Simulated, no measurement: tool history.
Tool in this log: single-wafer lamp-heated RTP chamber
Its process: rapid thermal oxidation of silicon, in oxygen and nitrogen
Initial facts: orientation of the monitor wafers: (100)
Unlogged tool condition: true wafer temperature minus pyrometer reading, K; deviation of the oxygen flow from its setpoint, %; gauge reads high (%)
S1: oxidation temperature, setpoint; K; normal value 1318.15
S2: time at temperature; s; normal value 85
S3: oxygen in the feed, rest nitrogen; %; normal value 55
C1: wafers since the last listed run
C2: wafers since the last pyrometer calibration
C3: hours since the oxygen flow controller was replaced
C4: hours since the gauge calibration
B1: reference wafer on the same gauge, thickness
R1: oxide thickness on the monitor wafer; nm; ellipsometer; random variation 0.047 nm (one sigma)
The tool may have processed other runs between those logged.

{"run": 1, "hour": 0.0, "S1": 1318.15, "S2": 85, "S3": 55, "C1": 0, "C2": 2328, "C3": 3753.6, "C4": 1443.1, "B1": 8.811, "R1": 8.19}
{"run": 2, "hour": 64.6, "S1": 1318.15, "S2": 85, "S3": 55, "C1": 527, "C2": 2856, "C3": 3818.2, "C4": 1507.7, "B1": 8.783, "R1": 8.246}
{"run": 3, "hour": 129.1, "S1": 1318.15, "S2": 85, "S3": 55, "C1": 526, "C2": 3382, "C3": 3882.7, "C4": 1572.2, "B1": 8.819, "R1": 8.36}
{"run": 4, "hour": 180.4, "S1": 1318.15, "S2": 85, "S3": 55, "C1": 419, "C2": 3802, "C3": 3934.0, "C4": 1623.5, "B1": 8.794, "R1": 8.257}
{"run": 5, "hour": 245.5, "S1": 1318.15, "S2": 85, "S3": 55, "C1": 531, "C2": 4333, "C3": 3999.1, "C4": 1688.6, "B1": 8.802, "R1": 8.379}
{"run": 6, "hour": 308.4, "S1": 1318.15, "S2": 85, "S3": 55, "C1": 513, "C2": 4847, "C3": 4062.0, "C4": 1751.5, "B1": 8.802, "R1": 8.468}
{"run": 7, "hour": 373.5, "S1": 1318.15, "S2": 85, "S3": 55, "C1": 531, "C2": 5379, "C3": 4127.1, "C4": 1816.6, "B1": 8.814, "R1": 8.415}
{"run": 8, "hour": 416.0, "S1": 1318.15, "S2": 85, "S3": 55, "C1": 347, "C2": 5726, "C3": 4169.6, "C4": 1859.1, "B1": 8.798, "R1": 8.433}
{"run": 9, "hour": 447.0, "S1": 1318.15, "S2": 85, "S3": 55, "C1": 253, "C2": 5979, "C3": 4200.6, "C4": 1890.1, "B1": 8.806, "R1": 8.499}
{"hour": 504.6, "done": "pyrometer window cleaned and pyrometer calibrated"}
{"run": 10, "hour": 505.6, "S1": 1318.15, "S2": 85, "S3": 55, "C1": 413, "C2": 8, "C3": 4259.2, "C4": 1948.7, "B1": 8.813, "R1": 8.041}
{"run": 11, "hour": 558.5, "S1": 1318.15, "S2": 85, "S3": 55, "C1": 432, "C2": 440, "C3": 4312.1, "C4": 2001.6, "B1": 8.801, "R1": 8.072}
{"run": 12, "hour": 609.2, "S1": 1318.15, "S2": 85, "S3": 55, "C1": 414, "C2": 854, "C3": 4362.8, "C4": 2052.3, "B1": 8.82, "R1": 8.053}
{"run": 13, "hour": 634.5, "S1": 1318.15, "S2": 85, "S3": 55, "C1": 206, "C2": 1061, "C3": 4388.1, "C4": 2077.6, "B1": 8.818, "R1": 8.027}
{"run": 14, "hour": 703.9, "S1": 1318.15, "S2": 85, "S3": 55, "C1": 566, "C2": 1628, "C3": 4457.5, "C4": 2147.0, "B1": 8.811, "R1": 8.141}
{"run": 15, "hour": 798.8, "S1": 1318.15, "S2": 85, "S3": 55, "C1": 775, "C2": 2403, "C3": 4552.4, "C4": 2241.9, "B1": 8.834, "R1": 8.171}
{"run": 16, "hour": 850.3, "S1": 1318.15, "S2": 85, "S3": 55, "C1": 420, "C2": 2824, "C3": 4603.9, "C4": 2293.4, "B1": 8.818, "R1": 8.211}
{"run": 17, "hour": 938.9, "S1": 1305.15, "S2": 96, "S3": 47, "C1": 723, "C2": 3548, "C3": 4692.5, "C4": 2382.0, "B1": 8.811, "R1": 7.516}
{"run": 18, "hour": 987.5, "S1": 1299.15, "S2": 44, "S3": 55, "C1": 397, "C2": 3945, "C3": 4741.1, "C4": 2430.6, "B1": 8.803, "R1": 5.433}
{"run": 19, "hour": 1025.7, "S1": 1307.15, "S2": 127, "S3": 69, "C1": 312, "C2": 4257, "C3": 4779.3, "C4": 2468.8, "B1": 8.8, "R1": 9.858}
{"hour": 1053.2, "done": "gauge calibrated"}
{"run": 20, "hour": 1088.3, "S1": 1300.15, "S2": 85, "S3": 30, "C1": 511, "C2": 4768, "C3": 4841.9, "C4": 35.1, "B1": 8.805, "R1": 5.944}
{"run": 21, "hour": 1112.8, "S1": 1318.15, "S2": 85, "S3": 26, "C1": 200, "C2": 4968, "C3": 4866.4, "C4": 59.6, "B1": 8.814, "R1": 6.383}
{"run": 22, "hour": 1160.2, "S1": 1318.15, "S2": 85, "S3": 55, "C1": 387, "C2": 5355, "C3": 4913.8, "C4": 107.0, "B1": 8.811, "R1": 8.405}
{"run": 23, "hour": 1191.3, "S1": 1318.15, "S2": 85, "S3": 55, "C1": 254, "C2": 5609, "C3": 4944.9, "C4": 138.1, "B1": 8.803, "R1": 8.375}
{"hour": 1246.6, "done": "oxygen flow controller replaced"}
{"run": 24, "hour": 1261.9, "S1": 1318.15, "S2": 102, "S3": 55, "C1": 511, "C2": 6121, "C3": 15.3, "C4": 208.7, "B1": 8.819, "R1": 9.095}
{"run": 25, "hour": 1321.8, "S1": 1318.15, "S2": 85, "S3": 55, "C1": 489, "C2": 6610, "C3": 75.2, "C4": 268.6, "B1": 8.795, "R1": 8.479}
{"run": 26, "hour": 1363.0, "S1": 1294.15, "S2": 85, "S3": 45, "C1": 336, "C2": 6947, "C3": 116.4, "C4": 309.8, "B1": 8.798, "R1": 6.717}
{"hour": 1401.5, "done": "pyrometer window cleaned and pyrometer calibrated"}
{"run": 27, "hour": 1402.2, "S1": 1304.15, "S2": 85, "S3": 80, "C1": 254, "C2": 5, "C3": 155.6, "C4": 349.0, "B1": 8.816, "R1": 8.341}
{"run": 28, "hour": 1464.1, "S1": 1318.15, "S2": 85, "S3": 55, "C1": 505, "C2": 510, "C3": 217.5, "C4": 410.9, "B1": 8.809, "R1": 8.118}
{"run": 29, "hour": 1495.7, "S1": 1344.15, "S2": 68, "S3": 55, "C1": 258, "C2": 769, "C3": 249.1, "C4": 442.5, "B1": 8.801, "R1": 8.848}
{"run": 30, "hour": 1554.0, "S1": 1318.15, "S2": 85, "S3": 55, "C1": 476, "C2": 1245, "C3": 307.4, "C4": 500.8, "B1": 8.804, "R1": 8.135}
{"run": 31, "hour": 1611.5, "S1": 1335.15, "S2": 107, "S3": 75, "C1": 469, "C2": 1715, "C3": 364.9, "C4": 558.3, "B1": 8.801, "R1": 11.405}
{"run": 32, "hour": 1639.6, "S1": 1318.15, "S2": 85, "S3": 55, "C1": 229, "C2": 1944, "C3": 393.0, "C4": 586.4, "B1": 8.793, "R1": 8.101}
{"run": 33, "hour": 1703.8, "S1": 1293.15, "S2": 110, "S3": 69, "C1": 524, "C2": 2469, "C3": 457.2, "C4": 650.6, "B1": 8.788, "R1": 8.411}
{"run": 34, "hour": 1734.5, "S1": 1295.15, "S2": 85, "S3": 55, "C1": 250, "C2": 2719, "C3": 487.9, "C4": 681.3, "B1": 8.815, "R1": 7.045}
{"run": 35, "hour": 1806.5, "S1": 1318.15, "S2": 54, "S3": 83, "C1": 588, "C2": 3308, "C3": 559.9, "C4": 753.3, "B1": 8.806, "R1": 7.858}
{"run": 36, "hour": 1838.6, "S1": 1318.15, "S2": 85, "S3": 55, "C1": 262, "C2": 3570, "C3": 592.0, "C4": 785.4, "B1": 8.815, "R1": 8.196}
{"run": 37, "hour": 1890.7, "S1": 1306.15, "S2": 97, "S3": 69, "C1": 425, "C2": 3995, "C3": 644.1, "C4": 837.5, "B1": 8.798, "R1": 8.856}

What differs in the tool's unlogged condition from the final listed run ahead of each entry between runs to the first listed run following it?
Logged between run 9 and run 10: pyrometer window cleaned and pyrometer calibrated (hour 504.6)
  true wafer temperature minus pyrometer reading, K: 7.4 -> 0.294
  difference, measured minus the result without the unlogged condition, R1: +0.421 -> +0.016 nm
Logged between run 19 and run 20: gauge calibrated (hour 1053.2)
  true wafer temperature minus pyrometer reading, K: 4.54 -> 5.05
  difference, measured minus the result without the unlogged condition, R1: +0.310 -> +0.202 nm
Logged between run 23 and run 24: oxygen flow controller replaced (hour 1246.6)
  true wafer temperature minus pyrometer reading, K: 5.89 -> 6.47
  difference, measured minus the result without the unlogged condition, R1: +0.331 -> +0.396 nm
Logged between run 26 and run 27: pyrometer window cleaned and pyrometer calibrated (hour 1401.5)
  true wafer temperature minus pyrometer reading, K: 7.29 -> 0.873
  difference, measured minus the result without the unlogged condition, R1: +0.334 -> +0.051 nm

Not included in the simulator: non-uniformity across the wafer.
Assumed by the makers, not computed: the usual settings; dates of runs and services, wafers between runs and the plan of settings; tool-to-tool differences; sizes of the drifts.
